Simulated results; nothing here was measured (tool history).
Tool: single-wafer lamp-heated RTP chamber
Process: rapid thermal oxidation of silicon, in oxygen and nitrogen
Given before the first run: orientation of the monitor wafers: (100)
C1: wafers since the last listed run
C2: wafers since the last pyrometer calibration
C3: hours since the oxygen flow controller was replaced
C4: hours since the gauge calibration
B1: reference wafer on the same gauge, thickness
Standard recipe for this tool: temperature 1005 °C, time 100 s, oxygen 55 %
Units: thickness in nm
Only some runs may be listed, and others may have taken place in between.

Run 1, hour 0.0: usual settings but oxygen 37 %; C1 0; C2 7805; C3 2655.8; C4 67.6; B1 7.019. Result: thickness 5.579 nm.
Run 2, hour 10.2: usual settings; C1 110; C2 7915; C3 2666.0; C4 77.8; B1 7.020. Result: thickness 6.397 nm.
Run 3, hour 23.5: usual settings; C1 143; C2 8059; C3 2679.3; C4 91.1; B1 7.013. Result: thickness 6.412 nm.
Run 4, hour 37.4: usual settings but oxygen 42 %; C1 150; C2 8209; C3 2693.2; C4 105.0; B1 7.017. Result: thickness 5.848 nm.
Run 5, hour 54.1: usual settings but oxygen 42 %; C1 180; C2 8389; C3 2709.9; C4 121.7; B1 7.024. Result: thickness 5.892 nm.
Run 6, hour 63.0: usual settings but oxygen 42 %; C1 96; C2 8485; C3 2718.8; C4 130.6; B1 7.018. Result: thickness 5.881 nm.
Run 7, hour 70.7: usual settings; C1 83; C2 8568; C3 2726.5; C4 138.3; B1 7.014. Result: thickness 6.463 nm.
Run 8, hour 76.9: usual settings but time 119 s; C1 66; C2 8635; C3 2732.7; C4 144.5; B1 7.022. Result: thickness 7.036 nm.
Run 9, hour 90.2: usual settings but temperature 1016 °C, time 84 s, oxygen 45 %; C1 143; C2 8779; C3 2746.0; C4 157.8; B1 7.020. Result: thickness 6.058 nm.
At hour 135.3: gauge calibrated.
Run 10, hour 137.7: usual settings but oxygen 42 %; C1 512; C2 9291; C3 2793.5; C4 2.4; B1 7.026. Result: thickness 5.955 nm.
At hour 151.2: oxygen flow controller replaced.
Run 11, hour 151.7: usual settings but oxygen 76 %; C1 64; C2 9356; C3 0.5; C4 16.4; B1 7.024. Result: thickness 7.293 nm.
At hour 163.4: pyrometer window cleaned and pyrometer calibrated.
Run 12, hour 163.9: usual settings but oxygen 39 %; C1 45; C2 5; C3 12.7; C4 28.6; B1 7.021. Result: thickness 5.423 nm.
Run 13, hour 167.2: usual settings but temperature 986 °C; C1 35; C2 41; C3 16.0; C4 31.9; B1 7.021. Result: thickness 5.297 nm.
Run 14, hour 181.4: usual settings but temperature 980 °C; C1 153; C2 194; C3 30.2; C4 46.1; B1 7.020. Result: thickness 5.068 nm.
Run 15, hour 195.3: usual settings; C1 150; C2 344; C3 44.1; C4 60.0; B1 7.021. Result: thickness 6.051 nm.
Run 16, hour 212.2: usual settings but time 131 s; C1 182; C2 526; C3 61.0; C4 76.9; B1 7.020. Result: thickness 6.886 nm.

The tool's hidden state at each run:
deviation of the oxygen flow from its setpoint, %: 0 in every run
gauge reads high (%): 0 in every run
H1: true wafer temperature minus pyrometer reading, K
run     H1
  1   7.26
  2   7.46
  3   7.72
  4   7.99
  5   8.33
  6   8.51
  7   8.67
  8    8.8
  9   9.08
 10   10.1
 11   10.4
 12  0.293
 13  0.293
 14  0.298
 15  0.307
 16  0.325
